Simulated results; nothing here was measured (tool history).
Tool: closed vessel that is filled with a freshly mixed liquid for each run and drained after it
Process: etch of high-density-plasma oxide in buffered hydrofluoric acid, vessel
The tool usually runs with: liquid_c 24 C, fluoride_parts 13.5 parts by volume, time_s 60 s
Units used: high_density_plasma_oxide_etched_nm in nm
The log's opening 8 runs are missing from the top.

| run | hour | liquid_c | fluoride_parts | time_s | wafers since the last listed run | hours since the thermometer was replaced | hours since the hydrofluoric acid flow meter was replaced | hours since the gauge calibration | read-back film thickness of the high-density-plasma oxide reference wafer, read on the same gauge (nm) | high_density_plasma_oxide_etched_nm |
|---|---|---|---|---|---|---|---|---|---|---|
| 9 | 575.8 | 24 | 13.5 | 60 | 4662 | 542.5 | 283.4 | 1646.8 | 93.66 | 75.07 |
| 10 | 646.1 | 24 | 13.5 | 60 | 6402 | 612.8 | 353.7 | 1717.1 | 93.72 | 75.06 |
| 11 | 716.9 | 24 | 13.5 | 60 | 6447 | 683.6 | 424.5 | 1787.9 | 93.74 | 73.87 |
| 12 | 778.9 | 24 | 13.5 | 60 | 5646 | 745.6 | 486.5 | 1849.9 | 93.82 | 74.61 |
| 13 | 833.2 | 24 | 13.5 | 60 | 4945 | 799.9 | 540.8 | 1904.2 | 93.83 | 74.58 |
| 14 | 908.2 | 24 | 13.5 | 60 | 6830 | 874.9 | 615.8 | 1979.2 | 93.83 | 74.9 |
|  | 1019.8 | thermometer replaced |
| 15 | 1106.4 | 24 | 13.5 | 60 | 17958 | 86.6 | 814 | 2177.4 | 93.93 | 75.98 |
| 16 | 1156.1 | 27.5 | 16 | 70 | 4526 | 136.3 | 863.7 | 2227.1 | 94 | 88.38 |
| 17 | 1211.1 | 21 | 18 | 85 | 5008 | 191.3 | 918.7 | 2282.1 | 93.98 | 67.94 |
| 18 | 1264 | 24 | 13.5 | 60 | 4817 | 244.2 | 971.6 | 2335 | 94.04 | 75.66 |
| 19 | 1306.6 | 24 | 16 | 75 | 3879 | 286.8 | 1014.2 | 2377.6 | 94 | 79.33 |
| 20 | 1394.4 | 24 | 9.5 | 75 | 7995 | 374.6 | 1102 | 2465.4 | 94.02 | 128.44 |
| 21 | 1495.1 | 22 | 8 | 30 | 9170 | 475.3 | 1202.7 | 2566.1 | 94.11 | 54.7 |
| 22 | 1754 | 22.5 | 18 | 45 | 23577 | 734.2 | 1461.6 | 2825 | 94.16 | 39.14 |
| 23 | 1847.7 | 24 | 13.5 | 60 | 8533 | 827.9 | 1555.3 | 2918.7 | 94.17 | 75.44 |
| 24 | 1914.3 | 24 | 13.5 | 60 | 6065 | 894.5 | 1621.9 | 2985.3 | 94.15 | 75.39 |
| 25 | 1962.6 | 27.5 | 13.5 | 30 | 4398 | 942.8 | 1670.2 | 3033.6 | 94.11 | 44.75 |
|  | 2015.8 | gauge calibrated |
|  | 2023.4 | hydrofluoric acid flow meter replaced |
| 26 | 2036.4 | 29 | 18 | 60 | 6629 | 1016.6 | 13 | 20.6 | 90.34 | 70.81 |
|  | 2042.1 | thermometer replaced |
| 27 | 2092.7 | 24 | 16 | 60 | 5036 | 50.6 | 69.3 | 76.9 | 90.53 | 59.99 |
| 28 | 2174.7 | 24 | 18.5 | 45 | 7467 | 132.6 | 151.3 | 158.9 | 90.82 | 39.42 |
| 29 | 2426.6 | 28.5 | 9.5 | 40 | 22940 | 384.5 | 403.2 | 410.8 | 91.54 | 86.08 |
| 30 | 2526.4 | 19 | 10.5 | 60 | 9088 | 484.3 | 503 | 510.6 | 91.78 | 70.87 |
| 31 | 2604.2 | 28 | 13.5 | 80 | 7085 | 562.1 | 580.8 | 588.4 | 91.95 | 120.81 |
| 32 | 2659.2 | 29 | 11.5 | 60 | 5008 | 617.1 | 635.8 | 643.4 | 92.04 | 113.9 |

Forecast each of these 3 alternatives for the next run:
| A | 2659.9 | 24 | 13.5 | 60 | 63 | 617.8 | 636.5 | 644.1 | ? | ? |
| B | 2659.9 | 28.5 | 13.5 | 95 | 63 | 617.8 | 636.5 | 644.1 | ? | ? |
| C | 2659.9 | 22.5 | 17 | 30 | 63 | 617.8 | 636.5 | 644.1 | ? | ? |

| run | read-back film thickness of the high-density-plasma oxide reference wafer, read on the same gauge (nm) | high_density_plasma_oxide_etched_nm |
|---|---|---|
| A | 92.05 | 73.63 |
| B | 92.05 | 148.52 |
| C | 92.05 | 27.03 |
Stripped of hidden state, with their random variation kept, the same runs would have yielded:
| run | high_density_plasma_oxide_etched_nm |
|---|---|
| A | 71.98 |
| B | 145.2 |
| C | 26.43 |
